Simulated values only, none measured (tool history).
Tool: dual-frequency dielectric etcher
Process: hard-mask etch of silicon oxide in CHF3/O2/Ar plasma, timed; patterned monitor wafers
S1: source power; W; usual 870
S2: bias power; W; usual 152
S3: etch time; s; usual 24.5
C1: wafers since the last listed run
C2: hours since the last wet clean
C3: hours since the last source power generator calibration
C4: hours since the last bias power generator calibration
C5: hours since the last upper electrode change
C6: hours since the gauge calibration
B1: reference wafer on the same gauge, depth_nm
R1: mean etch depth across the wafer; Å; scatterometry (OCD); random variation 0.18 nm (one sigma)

| run | hour | S1 | S2 | S3 | C1 | C2 | C3 | C4 | C5 | C6 | B1 | R1 |
|---|---|---|---|---|---|---|---|---|---|---|---|---|
| 1 | 0.0 | 870 | 152 | 24.5 | 0 | 185.6 | 3713.8 | 3751.1 | 2214.1 | 34.3 | 48.8 | 550 |
| 2 | 56.7 | 870 | 152 | 24.5 | 1161 | 242.3 | 3770.5 | 3807.8 | 2270.8 | 91.0 | 48.8 | 550 |
| 3 | 115.6 | 870 | 152 | 24.5 | 1206 | 301.2 | 3829.4 | 3866.7 | 2329.7 | 149.9 | 48.8 | 553 |
| 4 | 184.1 | 870 | 152 | 24.5 | 1402 | 369.7 | 3897.9 | 3935.2 | 2398.2 | 218.4 | 48.8 | 554 |
| 5 | 261.6 | 870 | 152 | 24.5 | 1587 | 447.2 | 3975.4 | 4012.7 | 2475.7 | 295.9 | 48.8 | 558 |
| 6 | 317.9 | 870 | 182 | 22.0 | 1153 | 503.5 | 4031.7 | 4069.0 | 2532.0 | 352.2 | 48.8 | 524 |
| 7 | 362.9 | 870 | 182 | 22.0 | 921 | 548.5 | 4076.7 | 4114.0 | 2577.0 | 397.2 | 48.8 | 524 |
|  | 393.1 | wet clean of the chamber |
| 8 | 608.1 | 870 | 152 | 21.0 | 4530 | 215.0 | 4321.9 | 4359.2 | 2822.2 | 642.4 | 48.8 | 473 |
| 9 | 653.3 | 870 | 152 | 21.0 | 925 | 260.2 | 4367.1 | 4404.4 | 2867.4 | 687.6 | 48.8 | 471 |
| 10 | 754.6 | 870 | 152 | 21.0 | 2074 | 361.5 | 4468.4 | 4505.7 | 2968.7 | 788.9 | 48.8 | 471 |
|  | 765.9 | source power generator calibrated |
| 11 | 860.8 | 870 | 152 | 24.5 | 2093 | 467.7 | 94.9 | 4611.9 | 3074.9 | 895.1 | 48.8 | 555 |
|  | 907.7 | bias power generator calibrated |
| 12 | 908.2 | 870 | 152 | 24.5 | 888 | 515.1 | 142.3 | 0.5 | 3122.3 | 942.5 | 48.8 | 558 |
|  | 975.4 | wet clean of the chamber |
|  | 994.3 | upper electrode replaced |
| 13 | 994.8 | 870 | 152 | 30.5 | 894 | 19.4 | 228.9 | 87.1 | 0.5 | 1029.1 | 48.8 | 681 |
| 14 | 1014.9 | 870 | 152 | 18.0 | 411 | 39.5 | 249.0 | 107.2 | 20.6 | 1049.2 | 48.8 | 402 |
| 15 | 1102.1 | 870 | 152 | 24.5 | 1785 | 126.7 | 336.2 | 194.4 | 107.8 | 1136.4 | 48.8 | 550 |
| 16 | 1191.0 | 870 | 152 | 24.5 | 1820 | 215.6 | 425.1 | 283.3 | 196.7 | 1225.3 | 48.8 | 555 |
| 17 | 1266.7 | 690 | 168 | 32.0 | 1550 | 291.3 | 500.8 | 359.0 | 272.4 | 1301.0 | 48.8 | 668 |
| 18 | 1360.0 | 990 | 133 | 31.5 | 1910 | 384.6 | 594.1 | 452.3 | 365.7 | 1394.3 | 48.8 | 734 |
| 19 | 1424.1 | 690 | 171 | 24.5 | 1312 | 448.7 | 658.2 | 516.4 | 429.8 | 1458.4 | 48.8 | 519 |
|  | 1506.9 | wet clean of the chamber |
| 20 | 1507.6 | 690 | 152 | 21.5 | 1218 | 0.7 | 741.7 | 599.9 | 513.3 | 1541.9 | 48.8 | 429 |
| 21 | 1612.9 | 870 | 152 | 24.5 | 2156 | 106.0 | 847.0 | 705.2 | 618.6 | 1647.2 | 48.8 | 547 |
|  | 1646.1 | gauge calibrated |
| 22 | 1654.3 | 870 | 182 | 22.0 | 847 | 147.4 | 888.4 | 746.6 | 660.0 | 8.2 | 48.8 | 512 |
| 23 | 1734.6 | 1090 | 132 | 28.0 | 1644 | 227.7 | 968.7 | 826.9 | 740.3 | 88.5 | 48.8 | 674 |
| 24 | 1811.0 | 870 | 152 | 24.5 | 1564 | 304.1 | 1045.1 | 903.3 | 816.7 | 164.9 | 48.8 | 551 |
| 25 | 1905.9 | 950 | 178 | 30.5 | 1943 | 399.0 | 1140.0 | 998.2 | 911.6 | 259.8 | 48.8 | 747 |
| 26 | 1981.9 | 870 | 152 | 31.0 | 1556 | 475.0 | 1216.0 | 1074.2 | 987.6 | 335.8 | 48.8 | 704 |
| 27 | 2060.7 | 870 | 152 | 24.5 | 1613 | 553.8 | 1294.8 | 1153.0 | 1066.4 | 414.6 | 48.8 | 562 |
|  | 2168.6 | wet clean of the chamber |
| 28 | 2169.1 | 750 | 152 | 19.0 | 1728 | 0.5 | 1403.2 | 1261.4 | 1174.8 | 523.0 | 48.8 | 395 |
| 29 | 2188.2 | 870 | 152 | 24.5 | 391 | 19.6 | 1422.3 | 1280.5 | 1193.9 | 542.1 | 48.8 | 545 |
| 30 | 2238.8 | 870 | 152 | 24.5 | 1036 | 70.2 | 1472.9 | 1331.1 | 1244.5 | 592.7 | 48.8 | 546 |
| 31 | 2281.1 | 1060 | 152 | 24.5 | 866 | 112.5 | 1515.2 | 1373.4 | 1286.8 | 635.0 | 48.8 | 596 |

3 ways to go on from here, each from the tool as it stands after run 31. What would each give?
| A | 2281.5 | 870 | 152 | 24.5 | 8 | 112.9 | 1515.6 | 1373.8 | 1287.2 | 635.4 | ? | ? |
| B | 2281.5 | 970 | 152 | 24.5 | 8 | 112.9 | 1515.6 | 1373.8 | 1287.2 | 635.4 | ? | ? |
| C | 2281.5 | 870 | 134 | 28.5 | 8 | 112.9 | 1515.6 | 1373.8 | 1287.2 | 635.4 | ? | ? |

| run | B1 | R1 |
|---|---|---|
| A | 48.8 | 548 |
| B | 48.8 | 574 |
| C | 48.8 | 619 |
Without the tool's hidden state the same runs would have given:
| run | R1 |
|---|---|
| A | 543 |
| B | 570 |
| C | 614 |

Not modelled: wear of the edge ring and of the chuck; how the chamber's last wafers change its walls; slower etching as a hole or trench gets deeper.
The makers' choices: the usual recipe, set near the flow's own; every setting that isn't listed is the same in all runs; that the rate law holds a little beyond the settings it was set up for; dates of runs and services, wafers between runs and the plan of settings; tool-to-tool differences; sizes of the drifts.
